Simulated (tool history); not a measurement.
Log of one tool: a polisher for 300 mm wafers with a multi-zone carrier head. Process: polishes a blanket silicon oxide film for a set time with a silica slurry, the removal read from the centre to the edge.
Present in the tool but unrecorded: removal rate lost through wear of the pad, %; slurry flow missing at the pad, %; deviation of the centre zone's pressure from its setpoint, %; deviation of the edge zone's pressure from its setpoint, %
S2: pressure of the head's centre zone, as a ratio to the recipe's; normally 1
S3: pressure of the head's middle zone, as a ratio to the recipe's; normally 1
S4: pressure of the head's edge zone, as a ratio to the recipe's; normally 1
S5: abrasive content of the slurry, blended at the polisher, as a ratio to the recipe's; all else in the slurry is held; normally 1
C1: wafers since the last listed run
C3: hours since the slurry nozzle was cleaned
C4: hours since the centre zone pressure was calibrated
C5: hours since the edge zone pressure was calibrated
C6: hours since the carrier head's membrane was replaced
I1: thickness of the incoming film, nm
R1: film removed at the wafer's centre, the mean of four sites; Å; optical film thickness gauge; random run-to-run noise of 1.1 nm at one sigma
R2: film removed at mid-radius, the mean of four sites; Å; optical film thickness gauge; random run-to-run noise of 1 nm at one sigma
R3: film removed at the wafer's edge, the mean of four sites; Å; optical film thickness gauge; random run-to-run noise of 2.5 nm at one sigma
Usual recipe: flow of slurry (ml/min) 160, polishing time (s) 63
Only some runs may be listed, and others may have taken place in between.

Run 1, day 0: usual settings but flow of slurry (ml/min) 205, S3 0.97, S4 0.9, polishing time (s) 49; C1 0; wafers polished on this pad 411; C3 312.3; C4 253.1; C5 1396.5; C6 619.6; I1 1221.8. Result: R1 1311 Å, R2 1300 Å, R3 1259 Å.
At day 2.546: carrier head's membrane replaced by a new one.
Run 2, day 2.567: usual settings but S3 1.11, S5 1.15; C1 728; wafers polished on this pad 1140; C3 373.9; C4 314.7; C5 1458.1; C6 0.5; I1 1223.4. Result: R1 1743 Å, R2 1925 Å, R3 1783 Å.
Run 3, day 3.504: usual settings but flow of slurry (ml/min) 120; C1 289; wafers polished on this pad 1429; C3 396.4; C4 337.2; C5 1480.6; C6 23; I1 1239.6. Result: R1 1573 Å, R2 1619 Å, R3 1630 Å.
At day 4.275: edge zone pressure recalibrated.
Run 4, day 4.629: usual settings but S2 1.03, S4 1.08, S5 0.75, polishing time (s) 45; C1 321; wafers polished on this pad 1751; C3 423.4; C4 364.2; C5 8.5; C6 50; I1 1213.5. Result: R1 972 Å, R2 963 Å, R3 1019 Å.
Run 5, day 6.267: usual settings but flow of slurry (ml/min) 145, S2 1.06, S5 0.85, polishing time (s) 49; C1 505; wafers polished on this pad 2257; C3 462.7; C4 403.5; C5 47.8; C6 89.3; I1 1223.6. Result: R1 1184 Å, R2 1140 Å, R3 1180 Å.
Run 6, day 7.404: usual settings; C1 351; wafers polished on this pad 2608; C3 490; C4 430.8; C5 75.1; C6 116.6; I1 1255.4. Result: R1 1622 Å, R2 1675 Å, R3 1678 Å.
Run 7, day 9.921: usual settings but flow of slurry (ml/min) 140, S3 1.03, S4 1.09, S5 0.9; C1 777; wafers polished on this pad 3385; C3 550.4; C4 491.2; C5 135.5; C6 177; I1 1211.2. Result: R1 1485 Å, R2 1556 Å, R3 1591 Å.
At day 11.158: slurry nozzle cleaned.
Run 8, day 11.558: usual settings but S2 1.07, S4 0.96, polishing time (s) 45; C1 492; wafers polished on this pad 3878; C3 9.6; C4 530.5; C5 174.8; C6 216.3; I1 1209.8. Result: R1 1240 Å, R2 1194 Å, R3 1190 Å.
Run 9, day 14.112: usual settings but flow of slurry (ml/min) 200; C1 788; wafers polished on this pad 4667; C3 70.9; C4 591.8; C5 236.1; C6 277.6; I1 1246.6. Result: R1 1641 Å, R2 1690 Å, R3 1723 Å.
Run 10, day 17.092: usual settings but S2 1.04, S3 1.08, S4 1.08; C1 920; wafers polished on this pad 5587; C3 142.4; C4 663.3; C5 307.6; C6 349.1; I1 1253.7. Result: R1 1658 Å, R2 1739 Å, R3 1749 Å.
At day 18.342: worn pad replaced by a new one.
Run 11, day 18.8: usual settings but S2 1.04, S5 0.7; C1 476; wafers polished on this pad 141; C3 183.4; C4 704.3; C5 348.6; C6 390.1; I1 1232.8. Result: R1 1271 Å, R2 1277 Å, R3 1306 Å.
Run 12, day 21.792: usual settings but S3 0.91; C1 923; wafers polished on this pad 1065; C3 255.2; C4 776.1; C5 420.4; C6 461.9; I1 1227.4. Result: R1 1595 Å, R2 1557 Å, R3 1690 Å.
Run 13, day 23.221: usual settings but flow of slurry (ml/min) 180, S2 1.05, S3 1.1, S4 1.05; C1 441; wafers polished on this pad 1506; C3 289.5; C4 810.4; C5 454.7; C6 496.2; I1 1213.1. Result: R1 1719 Å, R2 1794 Å, R3 1731 Å.
Run 14, day 24.738: usual settings but S3 1.1; C1 468; wafers polished on this pad 1974; C3 325.9; C4 846.8; C5 491.1; C6 532.6; I1 1241.3. Result: R1 1581 Å, R2 1760 Å, R3 1670 Å.
Run 15, day 25.9: usual settings but S3 0.92, S5 1.3, polishing time (s) 71; C1 359; wafers polished on this pad 2333; C3 353.8; C4 874.7; C5 519; C6 560.5; I1 1225.2. Result: R1 2064 Å, R2 2041 Å, R3 2218 Å.
Run 16, day 27.438: usual settings but S4 0.94; C1 474; wafers polished on this pad 2808; C3 390.7; C4 911.6; C5 555.9; C6 597.4; I1 1229.4. Result: R1 1611 Å, R2 1636 Å, R3 1584 Å.
Run 17, day 29.479: usual settings but S5 1.2; C1 630; wafers polished on this pad 3439; C3 439.7; C4 960.6; C5 604.9; C6 646.4; I1 1249.3. Result: R1 1758 Å, R2 1853 Å, R3 1903 Å.
Run 18, day 31.104: usual settings but flow of slurry (ml/min) 130; C1 501; wafers polished on this pad 3941; C3 478.7; C4 999.6; C5 643.9; C6 685.4; I1 1221.4. Result: R1 1567 Å, R2 1609 Å, R3 1665 Å.
At day 31.675: centre zone pressure recalibrated.
Run 19, day 32.3: usual settings but flow of slurry (ml/min) 140, S3 0.89, S5 0.75; C1 343; wafers polished on this pad 4284; C3 507.4; C4 15; C5 672.6; C6 714.1; I1 1208.2. Result: R1 1323 Å, R2 1226 Å, R3 1382 Å.
At day 33.204: worn pad replaced by a new one.
Run 20, day 33.946: usual settings but polishing time (s) 43; C1 456; wafers polished on this pad 229; C3 546.9; C4 54.5; C5 712.1; C6 753.6; I1 1251.8. Result: R1 1115 Å, R2 1123 Å, R3 1150 Å.

What if the next run were any one of these 5? Each begins from the tool's condition after run 20:
Run A, day 33.962: usual settings but S2 0.93; C1 5; wafers polished on this pad 234; C3 547.3; C4 54.9; C5 712.5; C6 754; I1 1231.6. Result: R1 ?, R2 ?, R3 ?.
Run B, day 33.962: usual settings but flow of slurry (ml/min) 205, S3 0.94; C1 5; wafers polished on this pad 234; C3 547.3; C4 54.9; C5 712.5; C6 754; I1 1231.6. Result: R1 ?, R2 ?, R3 ?.
Run C, day 33.962: usual settings but S5 0.85; C1 5; wafers polished on this pad 234; C3 547.3; C4 54.9; C5 712.5; C6 754; I1 1231.6. Result: R1 ?, R2 ?, R3 ?.
Run D, day 33.962: usual settings but S2 1.11, S5 0.75; C1 5; wafers polished on this pad 234; C3 547.3; C4 54.9; C5 712.5; C6 754; I1 1231.6. Result: R1 ?, R2 ?, R3 ?.
Run E, day 33.962: usual settings but S3 0.91, S4 1.11; C1 5; wafers polished on this pad 234; C3 547.3; C4 54.9; C5 712.5; C6 754; I1 1231.6. Result: R1 ?, R2 ?, R3 ?.

run    R1    R2    R3
  A  1518  1657  1654
  B  1680  1627  1687
  C  1467  1487  1486
  D  1479  1349  1349
  E  1632  1551  1744
Stripped of hidden state, with their random variation kept, the same runs would have yielded:
run    R1    R2    R3
  A  1521  1657  1654
  B  1683  1627  1687
  C  1470  1487  1486
  D  1482  1349  1349
  E  1635  1551  1744

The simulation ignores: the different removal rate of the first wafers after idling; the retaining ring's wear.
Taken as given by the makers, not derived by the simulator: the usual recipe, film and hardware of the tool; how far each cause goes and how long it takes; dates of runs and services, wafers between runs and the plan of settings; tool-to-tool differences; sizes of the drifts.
